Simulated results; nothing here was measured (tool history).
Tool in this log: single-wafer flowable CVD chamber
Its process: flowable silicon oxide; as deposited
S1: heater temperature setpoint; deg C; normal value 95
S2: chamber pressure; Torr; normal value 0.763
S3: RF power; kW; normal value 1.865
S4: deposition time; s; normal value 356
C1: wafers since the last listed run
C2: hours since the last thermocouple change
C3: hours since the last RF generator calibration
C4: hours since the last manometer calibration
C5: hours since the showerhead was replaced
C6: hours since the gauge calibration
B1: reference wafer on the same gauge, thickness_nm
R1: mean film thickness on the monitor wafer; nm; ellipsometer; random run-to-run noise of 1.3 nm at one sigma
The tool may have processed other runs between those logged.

run,hour,S1,S2,S3,S4,C1,C2,C3,C4,C5,C6,B1,R1
1,0,95,0.763,1.865,356,0,1974.6,95.8,1043.2,5610.3,105.1,194.67,222.327
2,28.6,95,0.763,1.865,356,96,2003.2,124.4,1071.8,5638.9,133.7,194.901,220.344
3,98.3,95,0.763,1.955,356,236,2072.9,194.1,1141.5,5708.6,203.4,195.237,227.718
# hour 106.4: capacitance manometer re-zeroed and calibrated
4,138.6,95,0.763,1.955,356,109,2113.2,234.4,32.2,5748.9,243.7,195.145,227.169
# hour 181.4: showerhead replaced
5,187.5,95,0.763,1.955,356,138,2162.1,283.3,81.1,6.1,292.6,194.968,227.523
6,214.7,95,0.763,1.865,356,92,2189.3,310.5,108.3,33.3,319.8,194.713,224.965
7,260.1,101,0.763,1.53,356,153,2234.7,355.9,153.7,78.7,365.2,194.911,169.604
8,315.1,83,0.686,2.085,338,186,2289.7,410.9,208.7,133.7,420.2,195.248,304.285
9,358.3,95,0.763,1.865,356,146,2332.9,454.1,251.9,176.9,463.4,195.21,226.443
10,387,95,0.588,1.865,332,97,2361.6,482.8,280.6,205.6,492.1,195.027,164.181
11,418.5,95,0.763,1.865,356,106,2393.1,514.3,312.1,237.1,523.6,195.08,226.426
# hour 429.8: capacitance manometer re-zeroed and calibrated, repeated, since the last time left the tool worse
12,473.7,95,0.763,1.865,356,160,2448.3,569.5,43.9,292.3,578.8,194.841,219.92
13,541.1,80,0.763,1.865,425,228,2515.7,636.9,111.3,359.7,646.2,194.983,444.168
# hour 611.3: thermocouple changed; heater temperature recalibrated
14,611.8,100,0.609,2.085,356,212,0.5,707.6,182,430.4,716.9,194.906,149.117
15,641,95,0.763,1.865,356,99,29.7,736.8,211.2,459.6,746.1,195.033,216.876
16,691.4,83,0.763,1.59,311,170,80.1,787.2,261.6,510,796.5,194.792,280.462
17,735.4,99,0.763,1.865,297,149,124.1,831.2,305.6,554,840.5,195.075,158.975
18,763.3,87,0.925,2.02,309,94,152,859.1,333.5,581.9,868.4,195.093,312.193
19,825.2,81,0.893,2.175,356,209,213.9,921,395.4,643.8,930.3,195.151,437.202
20,863.3,95,0.763,1.865,356,129,252,959.1,433.5,681.9,968.4,194.889,218.391
21,907.1,90,0.86,1.865,356,148,295.8,1002.9,477.3,725.7,1012.2,195.134,301.898
22,932.6,95,0.763,1.865,287,86,321.3,1028.4,502.8,751.2,1037.7,194.834,178.527

The next listed run, before its measurement:
23,994.4,95,0.763,1.865,356,209,383.1,1090.2,564.6,813,1099.5,?,?

{"run 23": {"B1": 194.886, "R1": 221.603}}
With the hidden condition absent and the run-to-run variation left alone, this run would have shown R1 219.769 nm.

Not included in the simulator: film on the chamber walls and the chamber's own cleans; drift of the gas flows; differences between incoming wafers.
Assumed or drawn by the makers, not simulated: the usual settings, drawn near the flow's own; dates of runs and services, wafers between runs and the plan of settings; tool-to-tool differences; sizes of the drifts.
